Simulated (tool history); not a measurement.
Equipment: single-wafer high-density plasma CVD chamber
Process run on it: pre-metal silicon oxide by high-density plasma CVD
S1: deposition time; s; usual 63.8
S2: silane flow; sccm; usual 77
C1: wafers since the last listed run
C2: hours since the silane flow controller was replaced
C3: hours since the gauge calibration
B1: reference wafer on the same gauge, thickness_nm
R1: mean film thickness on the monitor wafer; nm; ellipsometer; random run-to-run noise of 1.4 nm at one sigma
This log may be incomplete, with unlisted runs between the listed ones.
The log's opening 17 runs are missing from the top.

{"run": 18, "day": 31.596, "S1": 53.2, "S2": 77, "C1": 594, "C2": 53.8, "C3": 65.0, "B1": 498.899, "R1": 389.317}
{"day": 39.775, "done": "silane flow controller replaced, repeated, since the last time left the tool worse"}
{"run": 19, "day": 40.133, "S1": 71.4, "S2": 83, "C1": 3363, "C2": 8.6, "C3": 269.9, "B1": 498.768, "R1": 523.129}
{"run": 20, "day": 42.325, "S1": 72.8, "S2": 71, "C1": 898, "C2": 61.2, "C3": 322.5, "B1": 499.38, "R1": 458.458}
{"run": 21, "day": 43.454, "S1": 63.8, "S2": 77, "C1": 462, "C2": 88.3, "C3": 349.6, "B1": 499.841, "R1": 437.475}
{"run": 22, "day": 44.892, "S1": 63.8, "S2": 77, "C1": 589, "C2": 122.8, "C3": 384.1, "B1": 499.347, "R1": 436.793}
{"run": 23, "day": 46.542, "S1": 63.8, "S2": 64, "C1": 676, "C2": 162.4, "C3": 423.7, "B1": 499.633, "R1": 361.94}
{"run": 24, "day": 48.612, "S1": 57.5, "S2": 77, "C1": 849, "C2": 212.1, "C3": 473.4, "B1": 498.96, "R1": 392.407}
{"run": 25, "day": 50.067, "S1": 59.7, "S2": 77, "C1": 596, "C2": 247.0, "C3": 508.3, "B1": 499.078, "R1": 409.42}
{"run": 26, "day": 51.096, "S1": 63.8, "S2": 77, "C1": 421, "C2": 271.7, "C3": 533.0, "B1": 498.824, "R1": 437.615}
{"run": 27, "day": 53.367, "S1": 73.6, "S2": 66, "C1": 931, "C2": 326.2, "C3": 587.5, "B1": 498.848, "R1": 430.127}
{"run": 28, "day": 55.396, "S1": 57.3, "S2": 68, "C1": 831, "C2": 374.9, "C3": 636.2, "B1": 498.94, "R1": 350.099}
{"run": 29, "day": 57.65, "S1": 63.8, "S2": 77, "C1": 924, "C2": 429.0, "C3": 690.3, "B1": 499.561, "R1": 441.043}
{"day": 59.262, "done": "gauge calibrated"}
{"run": 30, "day": 60.638, "S1": 60.3, "S2": 69, "C1": 1224, "C2": 500.7, "C3": 33.0, "B1": 498.661, "R1": 373.251}
{"run": 31, "day": 63.533, "S1": 55.7, "S2": 65, "C1": 1187, "C2": 570.2, "C3": 102.5, "B1": 498.722, "R1": 324.486}

Estimate the outcome of run 32 from the log above:
{"run": 32, "day": 66.338, "S1": 74.9, "S2": 71, "C1": 1149, "C2": 637.5, "C3": 169.8, "B1": "?", "R1": "?"}

{"run 32": {"B1": 498.424, "R1": 479.07}}
The same run, on a tool lacking any hidden state, would have yielded R1 473.132 nm.
